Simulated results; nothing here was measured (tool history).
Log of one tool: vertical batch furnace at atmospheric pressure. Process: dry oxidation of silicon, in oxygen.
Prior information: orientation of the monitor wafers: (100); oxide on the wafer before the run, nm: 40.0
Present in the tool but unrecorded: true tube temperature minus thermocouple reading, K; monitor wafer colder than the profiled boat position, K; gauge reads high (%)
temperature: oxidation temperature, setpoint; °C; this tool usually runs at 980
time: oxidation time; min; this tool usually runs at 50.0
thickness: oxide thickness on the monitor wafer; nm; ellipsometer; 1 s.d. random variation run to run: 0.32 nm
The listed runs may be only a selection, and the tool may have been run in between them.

run	hour	temperature	time	wafers since the last listed run	hours since the last temperature calibration	hours since the boat lift was adjusted	hours since the gauge calibration	read-back reference wafer on the same gauge, thickness	thickness
1	0.0	967	50.0	0	2582.1	2443.3	41.3	58.82	53.18
2	22.0	967	50.0	387	2604.1	2465.3	63.3	58.71	52.32
3	36.0	967	50.0	246	2618.1	2479.3	77.3	58.75	52.96
4	49.6	980	50.0	239	2631.7	2492.9	90.9	58.68	54.62
5	79.3	980	50.0	522	2661.4	2522.6	120.6	58.70	55.02
6	100.2	980	50.0	367	2682.3	2543.5	141.5	58.59	54.82
7	114.4	980	50.0	249	2696.5	2557.7	155.7	58.74	54.47
8	133.1	980	50.0	329	2715.2	2576.4	174.4	58.67	55.44
9	164.5	980	50.0	552	2746.6	2607.8	205.8	58.72	54.78
10	177.0	980	50.0	219	2759.1	2620.3	218.3	58.73	55.36
11	207.9	964	72.5	543	2790.0	2651.2	249.2	58.68	59.45
# hour 251.5: boat lift adjusted
# hour 270.9: thermocouples replaced and temperature profile calibrated
12	275.0	980	67.5	417	4.1	23.5	316.3	58.76	60.64
13	306.2	980	50.0	548	35.3	54.7	347.5	58.66	54.45
# hour 306.7: gauge calibrated
14	323.4	980	59.0	302	52.5	71.9	16.7	58.65	58.33
15	339.4	962	40.0	281	68.5	87.9	32.7	58.80	48.60
16	356.1	980	50.0	293	85.2	104.6	49.4	58.72	55.28
17	368.2	980	36.5	212	97.3	116.7	61.5	58.82	50.45
18	388.8	1001	73.0	362	117.9	137.3	82.1	58.73	69.10
19	421.8	1000	28.5	580	150.9	170.3	115.1	58.74	49.73

Forecast each of these 4 alternatives for the next run:
A	425.9	980	57.5	72	155.0	174.4	119.2	?	?
B	425.9	958	28.0	72	155.0	174.4	119.2	?	?
C	425.9	995	69.0	72	155.0	174.4	119.2	?	?
D	425.9	992	29.0	72	155.0	174.4	119.2	?	?

run	read-back reference wafer on the same gauge, thickness	thickness
A	58.64	57.35
B	58.64	44.73
C	58.64	65.62
D	58.64	48.74
What these runs would have given with no unlogged condition in the tool:
run	thickness
A	57.35
B	44.73
C	65.62
D	48.74
